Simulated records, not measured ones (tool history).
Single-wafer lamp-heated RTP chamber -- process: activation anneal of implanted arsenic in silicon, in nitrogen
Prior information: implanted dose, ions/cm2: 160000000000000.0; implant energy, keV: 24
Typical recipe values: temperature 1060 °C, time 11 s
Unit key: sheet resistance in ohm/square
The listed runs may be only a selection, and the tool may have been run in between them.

run    hour  temperature  time  wafers since the last listed run  wafers since the last pyrometer calibration  wafers since the reflector plate was cleaned  hours since the gauge calibration  read-back reference wafer on the same gauge, sheet resistance  sheet resistance
  1     0.0         1082    11                                 0                                         3894                                          9169                              648.9                                                         508.91            491.47
       82.4  -- pyrometer window cleaned and pyrometer calibrated
  2    94.2         1082    11                              1955                                          268                                         11124                              743.1                                                         509.07            490.42
      109.7  -- reflector plate cleaned
  3   192.5         1082    11                              2048                                         2317                                          1878                              841.4                                                         508.82            491.78
      288.3  -- pyrometer window cleaned and pyrometer calibrated
  4   294.9         1060    11                              2142                                          150                                          4020                              943.8                                                         508.96            494.91
      356.7  -- gauge calibrated
  5   366.0         1060    11                              1613                                         1763                                          5634                                9.3                                                         509.13            493.00
  6   465.0         1060    11                              2246                                         4009                                          7880                              108.3                                                         508.90            494.79
      519.0  -- pyrometer window cleaned and pyrometer calibrated
  7   541.3         1060    11                              1549                                          505                                          9430                              184.6                                                         509.17            494.24
  8   620.5         1031    11                              1797                                         2302                                         11227                              263.8                                                         508.96            496.83
      656.3  -- reflector plate cleaned
  9   694.4         1076     9                              1495                                         3797                                           864                              337.7                                                         509.05            494.41
      774.9  -- pyrometer window cleaned and pyrometer calibrated
 10   775.4         1060     5                              1656                                           11                                          2520                              418.7                                                         508.98            499.37
 11   858.6         1060    11                              1887                                         1899                                          4408                              501.9                                                         509.07            494.64
 12   999.5         1060     8                              3197                                         5096                                          7605                              642.8                                                         508.90            495.56
     1007.8  -- pyrometer window cleaned and pyrometer calibrated
 13  1050.3         1040     5                               971                                          965                                          8576                              693.6                                                         508.92            499.11
 14  1137.8         1060    11                              1985                                         2950                                         10562                              781.1                                                         508.82            493.96
     1175.1  -- reflector plate cleaned
 15  1181.4         1060    15                               807                                         3758                                           143                              824.7                                                         509.13            491.50

Each row is a separate what-if for the run after 15, all from the same tool condition, not one after another. Results?
  A  1181.8         1060    14                                 9                                         3767                                           152                              825.1                                                              ?                 ?
  B  1181.8         1046    11                                 9                                         3767                                           152                              825.1                                                              ?                 ?
  C  1181.8         1032     9                                 9                                         3767                                           152                              825.1                                                              ?                 ?
  D  1181.8         1076    11                                 9                                         3767                                           152                              825.1                                                              ?                 ?
  E  1181.8         1075     8                                 9                                         3767                                           152                              825.1                                                              ?                 ?

run  read-back reference wafer on the same gauge, sheet resistance  sheet resistance
  A                                                         508.94            492.12
  B                                                         508.94            495.36
  C                                                         508.94            497.57
  D                                                         508.94            491.36
  E                                                         508.94            493.72
Take away the tool's hidden state, keep each run's random variation, and the runs would have read:
run  sheet resistance
  A            492.12
  B            495.36
  C            497.57
  D            491.36
  E            493.72

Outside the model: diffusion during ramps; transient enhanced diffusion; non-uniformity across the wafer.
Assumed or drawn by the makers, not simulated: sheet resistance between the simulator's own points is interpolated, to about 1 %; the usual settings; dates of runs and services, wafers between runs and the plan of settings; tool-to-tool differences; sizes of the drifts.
